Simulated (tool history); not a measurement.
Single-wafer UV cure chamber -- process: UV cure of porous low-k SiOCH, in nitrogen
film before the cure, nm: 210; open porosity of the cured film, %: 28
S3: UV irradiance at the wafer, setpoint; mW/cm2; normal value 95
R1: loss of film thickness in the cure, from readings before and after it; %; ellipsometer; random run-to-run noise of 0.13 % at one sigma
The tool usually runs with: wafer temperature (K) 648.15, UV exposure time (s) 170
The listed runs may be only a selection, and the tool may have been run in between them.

Run 1, hour 0: usual settings. Result: R1 9.502 %.
Run 2, hour 16: usual settings. Result: R1 9.557 %.
Run 3, hour 26.4: usual settings. Result: R1 9.492 %.
Run 4, hour 36.2: usual settings but S3 110 mW/cm2. Result: R1 10.081 %.
Run 5, hour 43.7: usual settings but S3 110 mW/cm2. Result: R1 10.283 %.
Run 6, hour 60: usual settings but S3 110 mW/cm2. Result: R1 10.109 %.
Run 7, hour 81.5: usual settings but UV exposure time (s) 205. Result: R1 10.391 %.
Run 8, hour 92.4: usual settings but wafer temperature (K) 663.15, S3 82 mW/cm2. Result: R1 9.032 %.
Run 9, hour 101.3: usual settings but wafer temperature (K) 663.15, S3 82 mW/cm2. Result: R1 8.927 %.
Run 10, hour 115.4: usual settings but wafer temperature (K) 663.15, S3 82 mW/cm2. Result: R1 9.093 %.
Run 11, hour 125.7: usual settings. Result: R1 9.186 %.
Run 12, hour 132.1: usual settings. Result: R1 9.384 %.
Run 13, hour 147.8: usual settings. Result: R1 9.228 %.
Run 14, hour 165.5: usual settings. Result: R1 11.923 %.
Run 15, hour 169.3: usual settings. Result: R1 11.823 %.
Run 16, hour 181: usual settings. Result: R1 11.778 %.
Run 17, hour 201.7: usual settings. Result: R1 11.766 %.
Run 18, hour 208.7: usual settings. Result: R1 11.659 %.
Run 19, hour 217.7: usual settings. Result: R1 11.951 %.
Run 20, hour 231: usual settings. Result: R1 11.596 %.
Run 21, hour 248.8: usual settings but UV exposure time (s) 205. Result: R1 12.613 %.
Run 22, hour 266.4: usual settings but wafer temperature (K) 662.15, S3 73 mW/cm2. Result: R1 10.803 %.
Run 23, hour 279: usual settings but wafer temperature (K) 665.15, S3 63 mW/cm2. Result: R1 10.02 %.
Run 24, hour 289.8: usual settings but UV exposure time (s) 245, S3 128 mW/cm2. Result: R1 14.998 %.
Run 25, hour 304.1: usual settings but wafer temperature (K) 637.15, S3 116 mW/cm2. Result: R1 12.529 %.
Run 26, hour 316.8: usual settings. Result: R1 11.608 %.
Run 27, hour 324.8: usual settings but wafer temperature (K) 667.15, UV exposure time (s) 250. Result: R1 14.004 %.
Run 28, hour 337.8: usual settings but S3 77 mW/cm2. Result: R1 10.555 %.
Run 29, hour 348.4: usual settings but wafer temperature (K) 661.15, UV exposure time (s) 110, S3 109 mW/cm2. Result: R1 10.479 %.
Run 30, hour 364.3: usual settings but wafer temperature (K) 641.15, S3 70 mW/cm2. Result: R1 10.125 %.
Run 31, hour 377.5: usual settings but UV exposure time (s) 110, S3 59 mW/cm2. Result: R1 7.299 %.
Run 32, hour 385.1: usual settings but UV exposure time (s) 80. Result: R1 8.089 %.
Run 33, hour 401.4: usual settings but wafer temperature (K) 642.15, UV exposure time (s) 205. Result: R1 12.48 %.
Run 34, hour 409.1: usual settings but wafer temperature (K) 631.15, UV exposure time (s) 235, S3 74 mW/cm2. Result: R1 11.728 %.
Run 35, hour 424: usual settings but wafer temperature (K) 666.15, UV exposure time (s) 130. Result: R1 10.506 %.
Run 36, hour 441.8: usual settings but wafer temperature (K) 636.15, S3 129 mW/cm2. Result: R1 12.723 %.
Run 37, hour 461.7: usual settings but wafer temperature (K) 638.15, UV exposure time (s) 240. Result: R1 13.047 %.

Taken out of this log: 5 entries between the listed runs. Where each belongs, and how the hidden state differs across it:
Run 6 -> run 7: quartz window cleaned (hour 81)
  lamp output below its setpoint, %: 42.3 -> 42.7
  difference, measured minus the result without the unlogged condition, R1: -2.7 -> -2.77 %
Run 13 -> run 14: UV bulbs replaced (hour 165)
  lamp output below its setpoint, %: 43.8 -> 6.01
  difference, measured minus the result without the unlogged condition, R1: -2.776 -> -0.311 %
Run 16 -> run 17: quartz window cleaned (hour 201.2)
  lamp output below its setpoint, %: 6.27 -> 6.62
  difference, measured minus the result without the unlogged condition, R1: -0.32 -> -0.339 %
Run 27 -> run 28: quartz window cleaned (hour 337.3)
  lamp output below its setpoint, %: 8.7 -> 8.92
  difference, measured minus the result without the unlogged condition, R1: -0.472 -> -0.452 %
Run 36 -> run 37: quartz window cleaned (hour 461.2)
  lamp output below its setpoint, %: 10.7 -> 11
  difference, measured minus the result without the unlogged condition, R1: -0.567 -> -0.593 %
